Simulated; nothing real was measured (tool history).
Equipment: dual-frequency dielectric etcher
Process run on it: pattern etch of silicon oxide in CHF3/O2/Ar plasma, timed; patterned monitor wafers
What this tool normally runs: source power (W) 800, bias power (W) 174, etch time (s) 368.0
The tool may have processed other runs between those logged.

run	hour	source power (W)	bias power (W)	etch time (s)	wafers since the last listed run	hours since the last wet clean	hours since the last source power generator calibration	hours since the last bias power generator calibration	hours since the last upper electrode change	hours since the gauge calibration	read-back reference wafer on the same gauge, depth_nm	mean etch depth across the wafer (nm)
1	0.0	800	174	368.0	0	424.3	3020.8	3191.4	2893.2	157.0	883.3	934.7
2	9.1	800	197	368.0	55	433.4	3029.9	3200.5	2902.3	166.1	883.9	980.5
3	18.4	800	197	368.0	56	442.7	3039.2	3209.8	2911.6	175.4	883.8	982.8
4	26.3	800	150	368.0	47	450.6	3047.1	3217.7	2919.5	183.3	883.2	885.6
5	41.8	800	174	368.0	94	466.1	3062.6	3233.2	2935.0	198.8	883.2	932.1
6	55.5	800	174	368.0	83	479.8	3076.3	3246.9	2948.7	212.5	883.9	942.2
7	71.4	800	174	368.0	96	495.7	3092.2	3262.8	2964.6	228.4	884.4	938.8
# hour 89.8: bias power generator calibrated
8	90.3	800	174	368.0	90	514.6	3111.1	0.5	2983.5	247.3	883.3	944.5
9	96.0	800	174	368.0	34	520.3	3116.8	6.2	2989.2	253.0	884.2	942.6
# hour 127.7: wet clean of the chamber
# hour 148.4: upper electrode replaced
10	148.9	800	174	368.0	49	21.2	3169.7	59.1	0.5	305.9	883.8	903.3
11	149.3	890	174	368.0	2	21.6	3170.1	59.5	0.9	306.3	885.4	933.2
12	149.8	800	130	420.5	3	22.1	3170.6	60.0	1.4	306.8	884.0	923.4
13	150.2	800	174	400.0	2	22.5	3171.0	60.4	1.8	307.2	883.4	981.4
14	163.1	870	138	368.0	78	35.4	3183.9	73.3	14.7	320.1	883.7	851.2
# hour 168.1: gauge calibrated
# hour 170.6: source power generator calibrated
15	211.7	800	174	266.0	270	84.0	41.1	121.9	63.3	43.6	883.8	654.3
16	226.6	800	174	295.0	90	98.9	56.0	136.8	78.2	58.5	884.4	724.2
17	240.6	800	130	420.5	84	112.9	70.0	150.8	92.2	72.5	882.9	926.0
18	249.6	800	174	368.0	54	121.9	79.0	159.8	101.2	81.5	885.0	906.8
19	264.3	630	187	285.0	89	136.6	93.7	174.5	115.9	96.2	883.4	668.2
20	272.1	800	191	368.0	47	144.4	101.5	182.3	123.7	104.0	884.9	946.8

What if the next run were any one of these 5? Each begins from the tool's condition after run 20:
A	272.6	800	174	368.0	3	144.9	102.0	182.8	124.2	104.5	?	?
B	272.6	730	174	271.0	3	144.9	102.0	182.8	124.2	104.5	?	?
C	272.6	890	174	406.0	3	144.9	102.0	182.8	124.2	104.5	?	?
D	272.6	800	135	368.0	3	144.9	102.0	182.8	124.2	104.5	?	?
E	272.6	800	174	429.0	3	144.9	102.0	182.8	124.2	104.5	?	?

run	read-back reference wafer on the same gauge, depth_nm	mean etch depth across the wafer (nm)
A	883.7	912.8
B	883.7	651.4
C	883.7	1045.0
D	883.7	828.5
E	883.7	1064.1
Had the tool no hidden state, the same runs would have come out as:
run	mean etch depth across the wafer (nm)
A	897.7
B	640.7
C	1027.7
D	814.8
E	1046.5
